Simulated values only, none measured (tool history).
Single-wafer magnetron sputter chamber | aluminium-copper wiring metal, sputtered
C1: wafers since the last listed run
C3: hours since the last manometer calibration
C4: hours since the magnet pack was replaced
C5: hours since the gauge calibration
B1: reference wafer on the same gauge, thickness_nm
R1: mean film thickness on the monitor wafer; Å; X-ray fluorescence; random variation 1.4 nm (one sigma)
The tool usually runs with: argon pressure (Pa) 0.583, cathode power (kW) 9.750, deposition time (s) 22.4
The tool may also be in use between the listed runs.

Run 1, day 0.000: usual settings; C1 0; wafers on the sputter target 10573; C3 1065.7; C4 5190.0; C5 1937.1; B1 297.116. Result: R1 3092.49 Å.
Run 2, day 4.283: usual settings; C1 3085; wafers on the sputter target 13658; C3 1168.5; C4 5292.8; C5 2039.9; B1 296.703. Result: R1 3132.66 Å.
Run 3, day 6.962: usual settings; C1 1929; wafers on the sputter target 15588; C3 1232.8; C4 5357.1; C5 2104.2; B1 296.613. Result: R1 3069.69 Å.
Run 4, day 9.962: usual settings; C1 2160; wafers on the sputter target 17749; C3 1304.8; C4 5429.1; C5 2176.2; B1 297.346. Result: R1 3068.81 Å.
Run 5, day 13.075: usual settings; C1 2241; wafers on the sputter target 19991; C3 1379.5; C4 5503.8; C5 2250.9; B1 296.708. Result: R1 3063.80 Å.
At day 13.625: sputter target and shields replaced.
Run 6, day 16.658: usual settings; C1 2340; wafers on the sputter target 2185; C3 1465.5; C4 5589.8; C5 2336.9; B1 296.963. Result: R1 3114.30 Å.
Run 7, day 18.758: usual settings; C1 1512; wafers on the sputter target 3698; C3 1515.9; C4 5640.2; C5 2387.3; B1 296.989. Result: R1 3107.67 Å.
At day 20.188: magnet pack replaced.
Run 8, day 22.192: usual settings; C1 2232; wafers on the sputter target 5931; C3 1598.3; C4 48.1; C5 2469.7; B1 296.825. Result: R1 3105.69 Å.
At day 23.467: capacitance manometer re-zeroed and calibrated.
Run 9, day 26.179: usual settings but argon pressure (Pa) 0.661; C1 2632; wafers on the sputter target 8563; C3 65.1; C4 143.8; C5 2565.4; B1 297.358. Result: R1 3112.36 Å.
Run 10, day 28.483: usual settings; C1 1659; wafers on the sputter target 10222; C3 120.4; C4 199.1; C5 2620.7; B1 297.045. Result: R1 3183.02 Å.
Run 11, day 31.458: usual settings; C1 2142; wafers on the sputter target 12365; C3 191.8; C4 270.5; C5 2692.1; B1 297.056. Result: R1 3178.58 Å.
Run 12, day 33.333: usual settings; C1 1350; wafers on the sputter target 13716; C3 236.8; C4 315.5; C5 2737.1; B1 297.569. Result: R1 3167.70 Å.
Run 13, day 35.429: usual settings but argon pressure (Pa) 0.353, deposition time (s) 23.5; C1 1509; wafers on the sputter target 15226; C3 287.1; C4 365.8; C5 2787.4; B1 296.947. Result: R1 3595.13 Å.
Run 14, day 39.800: usual settings; C1 3148; wafers on the sputter target 18374; C3 392.0; C4 470.7; C5 2892.3; B1 296.832. Result: R1 3139.89 Å.
At day 41.204: sputter target and shields replaced.
Run 15, day 42.175: usual settings but deposition time (s) 18.3; C1 1470; wafers on the sputter target 699; C3 449.0; C4 527.7; C5 2949.3; B1 297.012. Result: R1 2616.80 Å.
Run 16, day 45.825: usual settings; C1 2629; wafers on the sputter target 3328; C3 536.6; C4 615.3; C5 3036.9; B1 297.509. Result: R1 3177.04 Å.
Run 17, day 48.300: usual settings but argon pressure (Pa) 0.402, cathode power (kW) 8.900, deposition time (s) 25.8; C1 1782; wafers on the sputter target 5111; C3 596.0; C4 674.7; C5 3096.3; B1 296.583. Result: R1 3543.94 Å.
Run 18, day 52.638: usual settings but argon pressure (Pa) 0.799, cathode power (kW) 7.800, deposition time (s) 26.6; C1 3124; wafers on the sputter target 8235; C3 700.1; C4 778.8; C5 3200.4; B1 296.579. Result: R1 2769.95 Å.
Run 19, day 55.062: usual settings; C1 1746; wafers on the sputter target 9982; C3 758.3; C4 837.0; C5 3258.6; B1 297.025. Result: R1 3147.04 Å.
Run 20, day 58.946: usual settings but argon pressure (Pa) 0.415, cathode power (kW) 10.500, deposition time (s) 19.3; C1 2797; wafers on the sputter target 12779; C3 851.5; C4 930.2; C5 3351.8; B1 296.709. Result: R1 3105.98 Å.
Run 21, day 60.821: usual settings but argon pressure (Pa) 0.753, cathode power (kW) 10.450, deposition time (s) 18.8; C1 1350; wafers on the sputter target 14130; C3 896.5; C4 975.2; C5 3396.8; B1 297.284. Result: R1 2619.05 Å.
Run 22, day 65.058: usual settings but argon pressure (Pa) 0.753, cathode power (kW) 7.400; C1 3052; wafers on the sputter target 17182; C3 998.2; C4 1076.9; C5 3498.5; B1 296.954. Result: R1 2202.38 Å.
Run 23, day 68.900: usual settings but argon pressure (Pa) 0.462, cathode power (kW) 12.100, deposition time (s) 19.6; C1 2767; wafers on the sputter target 19949; C3 1090.4; C4 1169.1; C5 3590.7; B1 296.839. Result: R1 3530.94 Å.
At day 69.862: sputter target and shields replaced.
At day 72.017: gauge calibrated.
Run 24, day 73.229: usual settings but cathode power (kW) 10.400; C1 2878; wafers on the sputter target 2423; C3 1194.3; C4 1273.0; C5 29.1; B1 297.434. Result: R1 3361.56 Å.
Run 25, day 77.117: usual settings but argon pressure (Pa) 0.430, cathode power (kW) 11.200, deposition time (s) 23.8; C1 2800; wafers on the sputter target 5223; C3 1287.6; C4 1366.3; C5 122.4; B1 296.369. Result: R1 4064.43 Å.
Run 26, day 79.200: usual settings but argon pressure (Pa) 0.684, cathode power (kW) 8.000, deposition time (s) 24.9; C1 1500; wafers on the sputter target 6724; C3 1337.6; C4 1416.3; C5 172.4; B1 297.529. Result: R1 2751.32 Å.
At day 81.996: capacitance manometer re-zeroed and calibrated.
Run 27, day 83.304: usual settings but cathode power (kW) 10.750; C1 2716; wafers on the sputter target 9440; C3 31.4; C4 1514.8; C5 270.9; B1 297.373. Result: R1 3525.67 Å.
Run 28, day 86.379: usual settings but argon pressure (Pa) 0.758; C1 2214; wafers on the sputter target 11655; C3 105.2; C4 1588.6; C5 344.7; B1 296.870. Result: R1 2976.61 Å.
Run 29, day 89.338: usual settings; C1 2130; wafers on the sputter target 13786; C3 176.2; C4 1659.6; C5 415.7; B1 297.372. Result: R1 3174.90 Å.
Run 30, day 92.146: usual settings but deposition time (s) 18.0; C1 2022; wafers on the sputter target 15809; C3 243.6; C4 1727.0; C5 483.1; B1 296.990. Result: R1 2528.83 Å.
Run 31, day 96.179: usual settings but argon pressure (Pa) 0.389, deposition time (s) 20.9; C1 2905; wafers on the sputter target 18714; C3 340.4; C4 1823.8; C5 579.9; B1 297.333. Result: R1 3149.05 Å.
Run 32, day 97.917: usual settings but argon pressure (Pa) 0.673, cathode power (kW) 7.550; C1 1251; wafers on the sputter target 19965; C3 382.1; C4 1865.5; C5 621.6; B1 297.060. Result: R1 2347.60 Å.
At day 99.488: sputter target and shields replaced.
Run 33, day 102.283: usual settings but cathode power (kW) 10.750; C1 2905; wafers on the sputter target 2014; C3 486.9; C4 1970.3; C5 726.4; B1 297.113. Result: R1 3538.74 Å.

Hidden state at the last listed run before each entry between runs and at the first one after, where it differs:
Runs 5 to 6: sputter target and shields replaced (day 13.625)
  deposition rate above that of a new target (%): -2.55 -> -0.314; true argon pressure above the setpoint (%): 12.5 -> 13.4
  measured less the result without the state, R1: -164.33 -> -99.06 Å
Runs 7 to 8: magnet pack replaced (day 20.188)
  deposition rate above that of a new target (%): -0.49 -> -0.779; true argon pressure above the setpoint (%): 13.8 -> 14.6
  measured less the result without the state, R1: -107.80 -> -122.41 Å
Runs 8 to 9: capacitance manometer re-zeroed and calibrated (day 23.467)
  deposition rate above that of a new target (%): -0.779 -> -1.11; true argon pressure above the setpoint (%): 14.6 -> -0.614
  measured less the result without the state, R1: -122.41 -> -30.60 Å
Runs 14 to 15: sputter target and shields replaced (day 41.204)
  deposition rate above that of a new target (%): -2.26 -> -0.0829; true argon pressure above the setpoint (%): 2.53 -> 3.08
  measured less the result without the state, R1: -89.77 -> -19.31 Å
Runs 23 to 24: sputter target and shields replaced (day 69.862); gauge calibrated (day 72.017)
  deposition rate above that of a new target (%): -2.33 -> -0.337; true argon pressure above the setpoint (%): 9.25 -> 10.3
  measured less the result without the state, R1: -145.80 -> -85.16 Å
Runs 26 to 27: capacitance manometer re-zeroed and calibrated (day 81.996)
  deposition rate above that of a new target (%): -0.839 -> -1.18; true argon pressure above the setpoint (%): 11.6 -> -1.09
  measured less the result without the state, R1: -99.69 -> -34.01 Å
Runs 32 to 33: sputter target and shields replaced (day 99.488)
  deposition rate above that of a new target (%): -2.41 -> -0.369; true argon pressure above the setpoint (%): 2.29 -> 3.3
  measured less the result without the state, R1: -70.79 -> -38.00 Å
